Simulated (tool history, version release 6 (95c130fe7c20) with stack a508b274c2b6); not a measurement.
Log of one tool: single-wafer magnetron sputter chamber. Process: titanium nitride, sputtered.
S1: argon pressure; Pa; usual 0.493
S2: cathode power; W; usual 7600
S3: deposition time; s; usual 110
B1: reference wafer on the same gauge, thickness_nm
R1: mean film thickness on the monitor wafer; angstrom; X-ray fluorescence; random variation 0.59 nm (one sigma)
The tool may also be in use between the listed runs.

Run 1, day 0.000: usual settings; B1 169.788. Result: R1 1585.35 angstrom.
Run 2, day 1.225: usual settings; B1 169.947. Result: R1 1589.80 angstrom.
Run 3, day 1.858: usual settings but S1 0.439 Pa, S2 6500 W; B1 169.608. Result: R1 1399.60 angstrom.
Run 4, day 2.812: usual settings but S3 126 s; B1 169.810. Result: R1 1817.39 angstrom.
Run 5, day 3.454: usual settings but S3 126 s; B1 170.216. Result: R1 1835.16 angstrom.
Run 6, day 4.129: usual settings but S3 126 s; B1 170.073. Result: R1 1833.24 angstrom.
Run 7, day 5.038: usual settings but S2 6200 W; B1 169.926. Result: R1 1300.75 angstrom.
Run 8, day 6.312: usual settings but S2 6200 W; B1 169.885. Result: R1 1303.26 angstrom.
Run 9, day 7.700: usual settings but S2 6200 W; B1 169.764. Result: R1 1313.86 angstrom.
Run 10, day 8.712: usual settings; B1 170.392. Result: R1 1593.07 angstrom.
Run 11, day 9.308: usual settings; B1 170.299. Result: R1 1606.49 angstrom.
Run 12, day 10.575: usual settings; B1 170.117. Result: R1 1601.10 angstrom.
Run 13, day 11.350: usual settings; B1 170.204. Result: R1 1604.48 angstrom.
Run 14, day 12.846: usual settings; B1 169.975. Result: R1 1602.04 angstrom.
At day 13.308: sputter target and shields replaced.
Run 15, day 13.875: usual settings; B1 169.659. Result: R1 1616.48 angstrom.
Run 16, day 15.296: usual settings; B1 170.228. Result: R1 1614.71 angstrom.
Run 17, day 16.312: usual settings; B1 170.069. Result: R1 1626.08 angstrom.
Run 18, day 17.079: usual settings but S1 0.439 Pa, S2 6500 W; B1 169.795. Result: R1 1421.33 angstrom.
Run 19, day 18.033: usual settings but S1 0.564 Pa, S2 6000 W, S3 97 s; B1 169.833. Result: R1 1096.79 angstrom.
Run 20, day 19.033: usual settings but S2 8250 W; B1 169.975. Result: R1 1757.70 angstrom.
Run 21, day 19.862: usual settings but S1 0.368 Pa, S2 6500 W, S3 91 s; B1 169.918. Result: R1 1227.87 angstrom.
Run 22, day 21.312: usual settings but S1 0.630 Pa, S2 6050 W, S3 92 s; B1 170.084. Result: R1 1029.41 angstrom.
Run 23, day 21.821: usual settings but S1 0.560 Pa, S2 8250 W, S3 104 s; B1 169.961. Result: R1 1623.96 angstrom.
Run 24, day 22.396: usual settings but S1 0.620 Pa, S2 8100 W, S3 121 s; B1 169.918. Result: R1 1832.31 angstrom.
At day 23.329: gauge calibrated.
Run 25, day 23.754: usual settings; B1 170.128. Result: R1 1639.00 angstrom.
Run 26, day 24.338: usual settings but S1 0.560 Pa, S2 8250 W, S3 104 s; B1 170.114. Result: R1 1631.57 angstrom.
At day 24.708: capacitance manometer re-zeroed and calibrated.
Run 27, day 25.362: usual settings; B1 169.881. Result: R1 1585.86 angstrom.
At day 26.221: magnet pack replaced.
Run 28, day 26.242: usual settings but S2 6200 W; B1 169.932. Result: R1 1303.39 angstrom.
Run 29, day 27.625: usual settings but S1 0.653 Pa; B1 169.956. Result: R1 1464.10 angstrom.
Run 30, day 28.883: usual settings but S1 0.415 Pa; B1 170.165. Result: R1 1656.09 angstrom.
Run 31, day 30.133: usual settings but S1 0.656 Pa; B1 170.313. Result: R1 1467.41 angstrom.
Run 32, day 31.617: usual settings but S2 9000 W, S3 97 s; B1 169.941. Result: R1 1649.53 angstrom.
Run 33, day 32.892: usual settings but S1 0.298 Pa, S2 6700 W; B1 170.071. Result: R1 1546.52 angstrom.
Run 34, day 34.054: usual settings but S1 0.317 Pa; B1 169.774. Result: R1 1734.57 angstrom.
Run 35, day 34.604: usual settings but S1 0.312 Pa, S2 6550 W, S3 103 s; B1 170.000. Result: R1 1401.65 angstrom.

Hidden state or all else? Some run-to-run changes of R1, split into what the settings, what came in and random variation would give without the hidden state, and what is left for the hidden state (with any gauge scatter that isn't in both results):
The hidden state here: deposition rate above that of a new target (%); true argon pressure above the setpoint (%); gauge reads high (%).
Run 6 -> 7: S2 7600 -> 6200, S3 126 -> 110. R1 -532.49 angstrom: hidden state -3.49, all else -529.00.
Run 19 -> 20: S1 0.564 -> 0.493, S2 6000 -> 8250, S3 97 -> 110. R1 +660.91 angstrom: hidden state +15.06, all else +645.85.
Run 20 -> 21: S1 0.493 -> 0.368, S2 8250 -> 6500, S3 110 -> 91. R1 -529.83 angstrom: hidden state -25.94, all else -503.89.
Run 22 -> 23: S1 0.630 -> 0.560, S2 6050 -> 8250, S3 92 -> 104. R1 +594.55 angstrom: hidden state +18.28, all else +576.27.
Run 24 -> 25: S1 0.620 -> 0.493, S2 8100 -> 7600, S3 121 -> 110, gauge calibrated. R1 -193.31 angstrom: hidden state -23.11, all else -170.20.
Run 26 -> 27: S1 0.560 -> 0.493, S2 8250 -> 7600, S3 104 -> 110, capacitance manometer re-zeroed and calibrated. R1 -45.71 angstrom: hidden state -69.85, all else +24.14.
